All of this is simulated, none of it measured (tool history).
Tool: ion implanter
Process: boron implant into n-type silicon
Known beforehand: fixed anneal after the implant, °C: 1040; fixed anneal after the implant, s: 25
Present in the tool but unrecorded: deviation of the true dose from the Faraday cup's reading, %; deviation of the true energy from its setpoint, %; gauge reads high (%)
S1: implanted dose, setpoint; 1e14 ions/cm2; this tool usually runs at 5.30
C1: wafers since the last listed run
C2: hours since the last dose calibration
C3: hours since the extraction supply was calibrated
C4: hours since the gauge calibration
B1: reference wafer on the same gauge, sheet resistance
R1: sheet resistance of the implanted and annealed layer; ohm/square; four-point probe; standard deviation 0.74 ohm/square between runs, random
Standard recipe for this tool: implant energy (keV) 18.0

Run 1, hour 0.0: usual settings but S1 6.15 1e14 ions/cm2; C1 0; C2 1447.8; C3 6024.8; C4 469.4; B1 163.14. Result: R1 182.33 ohm/square.
Run 2, hour 17.7: usual settings; C1 360; C2 1465.5; C3 6042.5; C4 487.1; B1 162.93. Result: R1 206.21 ohm/square.
Run 3, hour 32.2: usual settings; C1 295; C2 1480.0; C3 6057.0; C4 501.6; B1 163.05. Result: R1 205.44 ohm/square.
Run 4, hour 48.1: usual settings; C1 324; C2 1495.9; C3 6072.9; C4 517.5; B1 162.97. Result: R1 208.04 ohm/square.
Run 5, hour 61.6: usual settings but S1 4.92 1e14 ions/cm2; C1 275; C2 1509.4; C3 6086.4; C4 531.0; B1 162.89. Result: R1 220.23 ohm/square.
Run 6, hour 78.6: usual settings but S1 4.92 1e14 ions/cm2; C1 346; C2 1526.4; C3 6103.4; C4 548.0; B1 163.03. Result: R1 221.32 ohm/square.
At hour 98.3: Faraday cup replaced and dose calibrated.
Run 7, hour 98.8: usual settings; C1 248; C2 0.5; C3 6123.6; C4 568.2; B1 162.94. Result: R1 196.61 ohm/square.
Run 8, hour 105.2: usual settings; C1 130; C2 6.9; C3 6130.0; C4 574.6; B1 162.86. Result: R1 195.94 ohm/square.
Run 9, hour 121.3: usual settings; C1 328; C2 23.0; C3 6146.1; C4 590.7; B1 163.02. Result: R1 197.26 ohm/square.
Run 10, hour 128.9: usual settings; C1 154; C2 30.6; C3 6153.7; C4 598.3; B1 162.97. Result: R1 197.75 ohm/square.
Run 11, hour 141.5: usual settings; C1 256; C2 43.2; C3 6166.3; C4 610.9; B1 162.99. Result: R1 198.65 ohm/square.
Run 12, hour 152.2: usual settings; C1 218; C2 53.9; C3 6177.0; C4 621.6; B1 163.01. Result: R1 197.98 ohm/square.
At hour 162.9: gauge calibrated.
Run 13, hour 172.5: usual settings but S1 6.36 1e14 ions/cm2; C1 413; C2 74.2; C3 6197.3; C4 9.6; B1 163.05. Result: R1 169.53 ohm/square.
Run 14, hour 188.6: usual settings but S1 6.36 1e14 ions/cm2; C1 328; C2 90.3; C3 6213.4; C4 25.7; B1 162.99. Result: R1 169.75 ohm/square.
Run 15, hour 201.9: usual settings; C1 271; C2 103.6; C3 6226.7; C4 39.0; B1 163.10. Result: R1 198.86 ohm/square.
Run 16, hour 216.6: usual settings but S1 6.45 1e14 ions/cm2, implant energy (keV) 20.5; C1 299; C2 118.3; C3 6241.4; C4 53.7; B1 163.05. Result: R1 165.54 ohm/square.
Run 17, hour 223.1: usual settings but S1 4.54 1e14 ions/cm2; C1 132; C2 124.8; C3 6247.9; C4 60.2; B1 162.93. Result: R1 225.43 ohm/square.
Run 18, hour 232.6: usual settings but S1 4.43 1e14 ions/cm2, implant energy (keV) 22.0; C1 193; C2 134.3; C3 6257.4; C4 69.7; B1 163.11. Result: R1 224.83 ohm/square.
Run 19, hour 249.2: usual settings but S1 4.05 1e14 ions/cm2; C1 338; C2 150.9; C3 6274.0; C4 86.3; B1 163.05. Result: R1 247.75 ohm/square.
At hour 268.4: extraction supply calibrated.
Run 20, hour 268.9: usual settings; C1 238; C2 170.6; C3 0.5; C4 106.0; B1 162.94. Result: R1 198.76 ohm/square.
Run 21, hour 269.2: usual settings but S1 4.65 1e14 ions/cm2, implant energy (keV) 20.5; C1 6; C2 170.9; C3 0.8; C4 106.3; B1 163.07. Result: R1 217.68 ohm/square.
Run 22, hour 278.0: usual settings but S1 3.88 1e14 ions/cm2, implant energy (keV) 20.5; C1 179; C2 179.7; C3 9.6; C4 115.1; B1 162.98. Result: R1 253.12 ohm/square.
Run 23, hour 293.9: usual settings but implant energy (keV) 21.0; C1 324; C2 195.6; C3 25.5; C4 131.0; B1 162.94. Result: R1 196.91 ohm/square.
Run 24, hour 340.6: usual settings but S1 3.75 1e14 ions/cm2, implant energy (keV) 13.5; C1 952; C2 242.3; C3 72.2; C4 177.7; B1 162.93. Result: R1 270.75 ohm/square.
Run 25, hour 356.2: usual settings; C1 318; C2 257.9; C3 87.8; C4 193.3; B1 162.97. Result: R1 198.05 ohm/square.
Run 26, hour 374.1: usual settings; C1 364; C2 275.8; C3 105.7; C4 211.2; B1 163.04. Result: R1 200.38 ohm/square.
Run 27, hour 383.6: usual settings; C1 193; C2 285.3; C3 115.2; C4 220.7; B1 162.89. Result: R1 198.59 ohm/square.
Run 28, hour 430.4: usual settings but S1 4.13 1e14 ions/cm2, implant energy (keV) 12.5; C1 954; C2 332.1; C3 162.0; C4 267.5; B1 162.93. Result: R1 254.26 ohm/square.
Run 29, hour 437.5: usual settings; C1 144; C2 339.2; C3 169.1; C4 274.6; B1 163.08. Result: R1 199.19 ohm/square.
Run 30, hour 446.9: usual settings; C1 191; C2 348.6; C3 178.5; C4 284.0; B1 163.05. Result: R1 200.29 ohm/square.
Run 31, hour 457.5: usual settings but S1 6.41 1e14 ions/cm2, implant energy (keV) 16.5; C1 216; C2 359.2; C3 189.1; C4 294.6; B1 163.04. Result: R1 170.09 ohm/square.
Run 32, hour 464.5: usual settings but S1 3.81 1e14 ions/cm2; C1 142; C2 366.2; C3 196.1; C4 301.6; B1 162.96. Result: R1 260.40 ohm/square.
Run 33, hour 474.8: usual settings; C1 209; C2 376.5; C3 206.4; C4 311.9; B1 163.11. Result: R1 199.48 ohm/square.
Run 34, hour 486.8: usual settings but implant energy (keV) 19.5; C1 244; C2 388.5; C3 218.4; C4 323.9; B1 162.88. Result: R1 197.36 ohm/square.
Run 35, hour 499.8: usual settings but S1 4.88 1e14 ions/cm2, implant energy (keV) 22.5; C1 265; C2 401.5; C3 231.4; C4 336.9; B1 163.01. Result: R1 208.56 ohm/square.
Run 36, hour 507.4: usual settings but S1 5.86 1e14 ions/cm2, implant energy (keV) 21.5; C1 154; C2 409.1; C3 239.0; C4 344.5; B1 163.00. Result: R1 180.01 ohm/square.
Run 37, hour 513.9: usual settings; C1 132; C2 415.6; C3 245.5; C4 351.0; B1 163.11. Result: R1 199.70 ohm/square.

Measured less the same run without the tool's hidden state. The same run-to-run variation is in both; the gauge's scatter may not be:
run      R1
  1   +8.22
  2   +9.21
  3   +9.25
  4   +9.47
  5  +10.03
  6  +10.19
  7   -0.01
  8   +0.03
  9   +0.12
 10   +0.17
 11   +0.24
 12   +0.30
 13   +0.37
 14   +0.46
 15   +0.60
 16   +0.58
 17   +0.81
 18   +0.86
 19   +1.06
 20   +0.98
 21   +1.07
 22   +1.30
 23   +1.12
 24   +1.88
 25   +1.49
 26   +1.62
 27   +1.66
 28   +2.45
 29   +1.99
 30   +2.05
 31   +1.85
 32   +2.73
 33   +2.20
 34   +2.25
 35   +2.44
 36   +2.18
 37   +2.44
